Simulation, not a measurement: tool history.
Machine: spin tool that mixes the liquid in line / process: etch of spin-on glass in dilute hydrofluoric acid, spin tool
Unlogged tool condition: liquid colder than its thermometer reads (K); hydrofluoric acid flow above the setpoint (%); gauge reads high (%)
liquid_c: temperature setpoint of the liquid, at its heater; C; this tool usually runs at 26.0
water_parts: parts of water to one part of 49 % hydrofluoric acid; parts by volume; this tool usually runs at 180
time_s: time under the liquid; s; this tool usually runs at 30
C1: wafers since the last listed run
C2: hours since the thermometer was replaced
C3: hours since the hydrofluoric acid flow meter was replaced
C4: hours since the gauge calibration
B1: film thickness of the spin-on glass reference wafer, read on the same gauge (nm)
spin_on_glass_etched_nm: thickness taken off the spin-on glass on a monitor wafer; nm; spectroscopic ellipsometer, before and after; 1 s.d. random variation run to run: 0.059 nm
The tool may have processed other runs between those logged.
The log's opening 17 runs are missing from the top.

Run 18, day 58.608: usual settings but time_s 15 s; C1 599; C2 1645.9; C3 1429.1; C4 645.6; B1 114.37. Result: spin_on_glass_etched_nm 3.54 nm.
Run 19, day 63.100: usual settings but water_parts 260 parts by volume; C1 1269; C2 1753.7; C3 1536.9; C4 753.4; B1 114.84. Result: spin_on_glass_etched_nm 4.46 nm.
At day 64.433: thermometer replaced.
Run 20, day 65.579: usual settings; C1 688; C2 27.5; C3 1596.4; C4 812.9; B1 115.15. Result: spin_on_glass_etched_nm 6.98 nm.
Run 21, day 67.383: usual settings but liquid_c 30.5 C, water_parts 145 parts by volume, time_s 40 s; C1 509; C2 70.8; C3 1639.7; C4 856.2; B1 115.30. Result: spin_on_glass_etched_nm 14.53 nm.
Run 22, day 69.696: usual settings but water_parts 245 parts by volume; C1 653; C2 126.3; C3 1695.2; C4 911.7; B1 115.54. Result: spin_on_glass_etched_nm 4.83 nm.
At day 71.250: hydrofluoric acid flow meter replaced.
Run 23, day 73.921: usual settings but liquid_c 30.0 C, time_s 20 s; C1 1181; C2 227.7; C3 64.1; C4 1013.1; B1 115.86. Result: spin_on_glass_etched_nm 5.41 nm.
Run 24, day 77.029: usual settings but liquid_c 28.0 C, time_s 35 s; C1 878; C2 302.3; C3 138.7; C4 1087.7; B1 116.10. Result: spin_on_glass_etched_nm 8.87 nm.
Run 25, day 79.829: usual settings but liquid_c 30.0 C, water_parts 110 parts by volume, time_s 35 s; C1 791; C2 369.5; C3 205.9; C4 1154.9; B1 116.27. Result: spin_on_glass_etched_nm 17.09 nm.
Run 26, day 82.442: usual settings but liquid_c 28.0 C, water_parts 130 parts by volume; C1 738; C2 432.2; C3 268.6; C4 1217.6; B1 116.46. Result: spin_on_glass_etched_nm 11.37 nm.
Run 27, day 85.138: usual settings but water_parts 135 parts by volume, time_s 50 s; C1 761; C2 496.9; C3 333.3; C4 1282.3; B1 116.61. Result: spin_on_glass_etched_nm 16.78 nm.
Run 28, day 89.171: usual settings but water_parts 255 parts by volume; C1 1139; C2 593.7; C3 430.1; C4 1379.1; B1 116.83. Result: spin_on_glass_etched_nm 4.64 nm.
Run 29, day 91.808: usual settings but water_parts 115 parts by volume, time_s 45 s; C1 745; C2 657.0; C3 493.4; C4 1442.4; B1 116.95. Result: spin_on_glass_etched_nm 17.97 nm.
Run 30, day 96.229: usual settings but liquid_c 23.5 C, water_parts 240 parts by volume; C1 1249; C2 763.1; C3 599.5; C4 1548.5; B1 117.15. Result: spin_on_glass_etched_nm 4.65 nm.
Run 31, day 100.617: usual settings but time_s 25 s; C1 1239; C2 868.4; C3 704.8; C4 1653.8; B1 117.36. Result: spin_on_glass_etched_nm 5.96 nm.
Run 32, day 103.562: usual settings; C1 832; C2 939.1; C3 775.5; C4 1724.5; B1 117.42. Result: spin_on_glass_etched_nm 7.21 nm.
Run 33, day 106.442: usual settings but time_s 40 s; C1 813; C2 1008.2; C3 844.6; C4 1793.6; B1 117.58. Result: spin_on_glass_etched_nm 9.46 nm.
Run 34, day 108.883: usual settings but liquid_c 24.0 C, time_s 20 s; C1 689; C2 1066.8; C3 903.2; C4 1852.2; B1 117.64. Result: spin_on_glass_etched_nm 4.46 nm.

Consider 4 possible next runs. They are alternatives, not a sequence: every one starts from the tool as it was left by run 34. What does each give?
Run A, day 108.900: usual settings but water_parts 230 parts by volume; C1 4; C2 1067.2; C3 903.6; C4 1852.6; B1 ?. Result: spin_on_glass_etched_nm ?.
Run B, day 108.900: usual settings but time_s 35 s; C1 4; C2 1067.2; C3 903.6; C4 1852.6; B1 ?. Result: spin_on_glass_etched_nm ?.
Run C, day 108.900: usual settings but liquid_c 21.5 C; C1 4; C2 1067.2; C3 903.6; C4 1852.6; B1 ?. Result: spin_on_glass_etched_nm ?.
Run D, day 108.900: usual settings but liquid_c 29.5 C, water_parts 250 parts by volume; C1 4; C2 1067.2; C3 903.6; C4 1852.6; B1 ?. Result: spin_on_glass_etched_nm ?.

run      B1  spin_on_glass_etched_nm
  A  117.60                     5.29
  B  117.60                     8.33
  C  117.60                     6.03
  D  117.60                     5.37
Take away the tool's hidden state, keep each run's random variation, and the runs would have read:
run  spin_on_glass_etched_nm
  A                     4.94
  B                     7.79
  C                     5.64
  D                     5.02

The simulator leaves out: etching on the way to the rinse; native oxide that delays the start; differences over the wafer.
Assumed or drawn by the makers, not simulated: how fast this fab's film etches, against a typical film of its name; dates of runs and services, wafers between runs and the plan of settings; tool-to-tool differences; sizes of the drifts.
